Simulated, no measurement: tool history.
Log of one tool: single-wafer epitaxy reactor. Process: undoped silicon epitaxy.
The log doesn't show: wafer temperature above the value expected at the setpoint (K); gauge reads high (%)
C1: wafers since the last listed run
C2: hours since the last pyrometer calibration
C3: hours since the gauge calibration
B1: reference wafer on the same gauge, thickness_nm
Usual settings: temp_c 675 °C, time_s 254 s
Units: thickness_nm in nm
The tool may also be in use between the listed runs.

Run 1, day 0.000: usual settings; C1 0; C2 288.6; C3 523.5; B1 56.822. Result: thickness_nm 67.128 nm.
Run 2, day 2.588: usual settings; C1 299; C2 350.7; C3 585.6; B1 56.845. Result: thickness_nm 67.202 nm.
Run 3, day 3.792: usual settings; C1 139; C2 379.6; C3 614.5; B1 56.850. Result: thickness_nm 67.094 nm.
Run 4, day 6.112: usual settings; C1 268; C2 435.3; C3 670.2; B1 56.849. Result: thickness_nm 67.037 nm.
Run 5, day 7.804: usual settings; C1 196; C2 475.9; C3 710.8; B1 56.872. Result: thickness_nm 66.657 nm.
Run 6, day 10.504: usual settings; C1 312; C2 540.7; C3 775.6; B1 56.779. Result: thickness_nm 66.975 nm.
Run 7, day 12.992: usual settings; C1 288; C2 600.4; C3 835.3; B1 56.770. Result: thickness_nm 66.792 nm.
Run 8, day 15.975: usual settings; C1 345; C2 672.0; C3 906.9; B1 56.767. Result: thickness_nm 66.723 nm.
Run 9, day 17.729: usual settings; C1 203; C2 714.1; C3 949.0; B1 56.819. Result: thickness_nm 66.446 nm.
Run 10, day 19.729: usual settings; C1 231; C2 762.1; C3 997.0; B1 56.783. Result: thickness_nm 66.469 nm.
Run 11, day 21.721: usual settings; C1 230; C2 809.9; C3 1044.8; B1 56.826. Result: thickness_nm 66.697 nm.
Run 12, day 22.929: usual settings but temp_c 679 °C, time_s 282 s; C1 140; C2 838.9; C3 1073.8; B1 56.737. Result: thickness_nm 80.139 nm.

Run 13 comes next. What will it give?
Run 13, day 24.279: usual settings but temp_c 660 °C, time_s 301 s; C1 156; C2 871.3; C3 1106.2; B1 ?. Result: thickness_nm ?.

{"run 13": {"B1": 56.839, "thickness_nm": 60.029}}
Without the tool's hidden state the same run would have given thickness_nm 61.368 nm.
